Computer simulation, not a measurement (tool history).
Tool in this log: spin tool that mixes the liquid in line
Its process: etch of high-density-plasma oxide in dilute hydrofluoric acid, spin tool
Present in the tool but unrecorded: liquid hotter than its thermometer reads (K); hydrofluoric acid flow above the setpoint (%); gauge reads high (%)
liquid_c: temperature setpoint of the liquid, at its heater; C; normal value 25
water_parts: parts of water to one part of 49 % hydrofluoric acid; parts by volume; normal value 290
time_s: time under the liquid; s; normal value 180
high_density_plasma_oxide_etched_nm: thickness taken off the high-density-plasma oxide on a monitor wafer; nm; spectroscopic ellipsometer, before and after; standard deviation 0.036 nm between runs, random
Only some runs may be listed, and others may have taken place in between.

run	day	liquid_c	water_parts	time_s	wafers since the last listed run	hours since the thermometer was replaced	hours since the hydrofluoric acid flow meter was replaced	hours since the gauge calibration	read-back film thickness of the high-density-plasma oxide reference wafer, read on the same gauge (nm)	high_density_plasma_oxide_etched_nm
1	0	28.5	290	180	0	2133.5	115.4	735.6	139.96	6.54
# day 3.342: gauge calibrated
2	3.758	28.5	290	180	776	2223.7	205.6	10	140	6.54
3	5.308	25	290	180	320	2260.9	242.8	47.2	139.98	5.83
4	9.708	25	290	180	909	2366.5	348.4	152.8	140.01	5.9
5	12.579	25	290	180	593	2435.4	417.3	221.7	140.01	5.85
6	15.404	21.5	290	180	583	2503.2	485.1	289.5	139.99	5.21
7	17.908	21.5	290	180	517	2563.3	545.2	349.6	139.99	5.28
8	21.708	25	385	180	785	2654.5	636.4	440.8	140	4.11
9	26.033	25	385	180	893	2758.3	740.2	544.6	139.99	4.12
# day 28.25: thermometer replaced
10	30.438	25	290	180	901	52.5	845.9	650.3	140.02	5.95
11	34	25	330	180	736	138	931.4	735.8	140.01	5.11
12	37.562	28	180	260	736	223.5	1016.9	821.3	140	17.54
13	40.1	26.5	290	285	524	284.4	1077.8	882.2	139.99	10.06
# day 40.871: gauge calibrated
14	43.225	28	290	220	645	359.4	1152.8	56.5	140.01	8.25
15	45.938	26.5	420	125	560	424.5	1217.9	121.6	140.01	2.71
16	48.788	25	350	180	588	492.9	1286.3	190	140.02	4.75
# day 49.258: hydrofluoric acid flow meter replaced
17	53.162	23.5	290	120	895	597.9	93.7	295	139.98	3.63
18	55.562	26.5	290	285	495	655.5	151.3	352.6	140.02	9.6
19	57.471	20.5	200	180	394	701.3	197.1	398.4	139.97	7.84
20	59.233	29	165	180	364	743.6	239.4	440.7	140	13.4
21	62.242	25	290	180	621	815.8	311.6	512.9	139.96	5.85

List, for all runs, the conditions of the tool that the log does not record:
liquid hotter than its thermometer reads (K): 0, the same for each run
gauge reads high (%): 0, the same for each run
H1: hydrofluoric acid flow above the setpoint (%)
run	H1
1	0.667
2	0.985
3	1.12
4	1.49
5	1.73
6	1.97
7	2.18
8	2.51
9	2.87
10	3.24
11	3.55
12	3.85
13	4.06
14	4.33
15	4.56
16	4.8
17	0.681
18	0.885
19	1.05
20	1.2
21	1.45
